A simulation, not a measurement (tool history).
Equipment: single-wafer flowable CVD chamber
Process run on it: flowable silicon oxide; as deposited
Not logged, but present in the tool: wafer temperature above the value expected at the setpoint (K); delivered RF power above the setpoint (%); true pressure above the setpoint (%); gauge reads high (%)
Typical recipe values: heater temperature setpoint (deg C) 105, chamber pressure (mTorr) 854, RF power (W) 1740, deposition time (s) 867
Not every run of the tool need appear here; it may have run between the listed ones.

run,hour,heater temperature setpoint (deg C),chamber pressure (mTorr),RF power (W),deposition time (s),wafers since the last listed run,hours since the last thermocouple change,hours since the last RF generator calibration,hours since the last manometer calibration,hours since the showerhead was replaced,hours since the gauge calibration,"read-back reference wafer on the same gauge, thickness_nm",mean film thickness on the monitor wafer (angstrom)
1,0,105,854,1740,945,0,1240.2,810.2,384.8,5849.5,806,403.089,5147.83
2,90.8,105,854,1740,867,225,1331,901,475.6,5940.3,896.8,402.967,4744.84
3,131.9,105,854,1740,867,101,1372.1,942.1,516.7,5981.4,937.9,402.773,4746.38
4,200,105,854,1740,867,168,1440.2,1010.2,584.8,6049.5,1006,402.672,4735.32
5,279.2,105,854,1740,867,196,1519.4,1089.4,664,6128.7,1085.2,402.985,4723.55
# hour 355: gauge calibrated
6,375.8,105,854,1740,867,239,1616,1186,760.6,6225.3,20.8,403.363,4665.98
7,429.4,105,854,1740,867,133,1669.6,1239.6,814.2,6278.9,74.4,403.004,4727
8,492.2,94,811,1740,867,155,1732.4,1302.4,877,6341.7,137.2,403.103,6135.56
9,553.5,105,854,1740,867,152,1793.7,1363.7,938.3,6403,198.5,403.004,4649.76
10,625.1,105,854,1740,867,177,1865.3,1435.3,1009.9,6474.6,270.1,403.255,4626.27
# hour 672.4: showerhead replaced
11,711.7,105,854,1740,867,195,1951.9,1521.9,1096.5,39.3,356.7,402.597,4643.81
# hour 772.7: RF generator calibrated
12,773.2,105,854,1740,924,132,2013.4,0.5,1158,100.8,418.2,402.875,4908.44
13,831.5,105,923,1415,867,144,2071.7,58.8,1216.3,159.1,476.5,402.967,4519.72
14,878.9,105,854,1740,867,117,2119.1,106.2,1263.7,206.5,523.9,403.105,4588.84
15,956.4,100,854,1740,867,192,2196.6,183.7,1341.2,284,601.4,403.329,5297.76
# hour 1010.4: capacitance manometer re-zeroed and calibrated
# hour 1017.2: thermocouple changed; heater temperature recalibrated
16,1037.2,116,759,1740,867,163,20,264.5,26.8,364.8,682.2,402.757,3060.88
17,1135,94,811,1740,867,242,117.8,362.3,124.6,462.6,780,402.926,6133.96
18,1238.4,105,854,1620,768,256,221.2,465.7,228,566,883.4,402.831,4012.55
19,1328.1,105,854,1740,822,222,310.9,555.4,317.7,655.7,973.1,403.181,4438.31
20,1406,105,854,1740,765,193,388.8,633.3,395.6,733.6,1051,402.641,4142.2
# hour 1500.8: gauge calibrated
21,1681.6,97,915,1740,867,683,664.4,908.9,671.2,1009.2,180.8,402.862,6262.8
22,1777.7,117,854,1740,717,238,760.5,1005,767.3,1105.3,276.9,403.117,2744.47
23,1870.6,112,854,1455,1012,230,853.4,1097.9,860.2,1198.2,369.8,403.165,4060.91
24,1927.8,105,854,1740,867,141,910.6,1155.1,917.4,1255.4,427,402.787,4601.53

Branching from run 24: 4 alternative next runs. What would each branch give?
A,1928.4,105,723,1740,867,1,911.2,1155.7,918,1256,427.6,?,?
B,1928.4,119,654,1740,867,1,911.2,1155.7,918,1256,427.6,?,?
C,1928.4,112,854,1740,772,1,911.2,1155.7,918,1256,427.6,?,?
D,1928.4,105,854,1740,935,1,911.2,1155.7,918,1256,427.6,?,?

run,"read-back reference wafer on the same gauge, thickness_nm",mean film thickness on the monitor wafer (angstrom)
A,402.839,3899.72
B,402.839,2383.39
C,402.839,3354.42
D,402.839,4967.07
With no hidden state in the tool, these same runs would have given:
run,mean film thickness on the monitor wafer (angstrom)
A,3986.76
B,2438.44
C,3427.08
D,5074.67
